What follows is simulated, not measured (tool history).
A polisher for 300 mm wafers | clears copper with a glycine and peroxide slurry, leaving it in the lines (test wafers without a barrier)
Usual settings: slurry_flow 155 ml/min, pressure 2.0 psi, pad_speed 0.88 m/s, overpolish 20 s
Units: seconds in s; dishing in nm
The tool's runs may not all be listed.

run,hour,slurry_flow,pressure,pad_speed,overpolish,"incoming thickness of the incoming film, nm",seconds,dishing
1,0.0,155,2.0,0.88,20,382.7,100.0,46.3
# hour 69.5: worn pad replaced by a new one
2,70.0,155,2.0,0.88,20,382.2,100.7,47.8
3,142.9,155,2.0,0.88,20,388.4,101.6,47.0
# hour 157.0: head pressure recalibrated
4,266.2,155,2.0,0.88,20,386.4,101.4,45.4
5,343.9,120,2.0,1.10,20,382.8,96.3,47.4
6,407.3,155,2.0,0.88,20,383.6,102.3,45.2
7,460.9,155,2.0,0.66,20,390.7,123.7,41.3
8,556.2,155,2.0,0.88,20,379.2,105.6,45.4
# hour 561.8: slurry nozzle cleaned
9,647.0,155,2.5,0.88,20,383.2,87.5,51.3
10,737.1,115,2.0,0.88,20,385.6,108.2,44.1
# hour 838.5: worn pad replaced by a new one
# hour 840.3: head pressure recalibrated
11,987.5,130,2.4,1.04,10,389.2,87.1,30.0
12,1038.5,155,2.0,0.88,20,379.2,100.0,45.1
13,1100.1,155,1.3,0.88,20,385.2,129.4,37.3
14,1163.4,155,2.0,0.88,20,380.1,103.1,45.2
15,1204.6,130,2.2,0.72,31,388.7,116.5,58.8
# hour 1283.7: slurry nozzle cleaned
16,1304.2,155,2.0,0.88,20,389.0,101.0,46.2
17,1397.9,155,2.0,0.88,20,388.6,102.4,46.3
# hour 1478.5: head pressure recalibrated
18,1481.2,155,2.0,0.88,20,381.7,99.5,45.8
19,1563.3,100,2.5,0.88,20,383.4,97.6,47.3
# hour 1612.2: worn pad replaced by a new one
20,1656.7,155,2.0,0.88,29,388.0,102.4,60.1
21,1704.9,200,2.0,0.88,20,388.7,96.8,47.7
22,1811.4,155,2.0,0.88,20,386.3,103.1,45.6
23,1893.1,155,2.0,0.88,20,378.9,101.5,44.0
# hour 1906.1: slurry nozzle cleaned
24,1944.2,155,2.0,0.88,20,385.0,99.8,46.4
25,2050.7,105,2.5,1.10,23,384.2,82.0,61.1
26,2097.2,200,2.0,0.68,20,385.1,109.7,43.5
27,2137.4,155,1.6,0.88,20,385.0,111.6,41.7
28,2215.8,155,2.0,0.80,20,386.2,108.3,44.3
# hour 2239.2: head pressure recalibrated
29,2283.3,155,2.0,0.88,20,392.5,102.4,45.9
30,2390.4,155,2.0,0.88,28,384.2,103.5,57.8
# hour 2436.4: worn pad replaced by a new one
31,2457.1,155,2.0,0.62,8,383.7,124.4,18.6
32,2545.3,155,2.0,0.88,20,390.8,104.7,44.0
33,2629.9,155,1.8,0.66,20,392.0,133.9,38.4

The tool's hidden state at each run:
removal rate lost through wear of the pad, %: 0 in every run
deviation of the head's pressure from its setpoint, %: 0 in every run
H1: slurry flow missing at the pad, %
run,H1
1,3.1
2,4.16
3,5.67
4,9.19
5,12
6,14.7
7,17.2
8,22.2
9,5.54
10,6.46
11,12.4
12,14.2
13,16.7
14,19.6
15,21.6
16,2.13
17,2.63
18,3.65
19,5.21
20,7.62
21,9.13
22,13.1
23,16.8
24,1.16
25,1.93
26,2.55
27,3.22
28,4.9
29,6.73
30,10.4
31,13.1
32,17.3
33,21.8
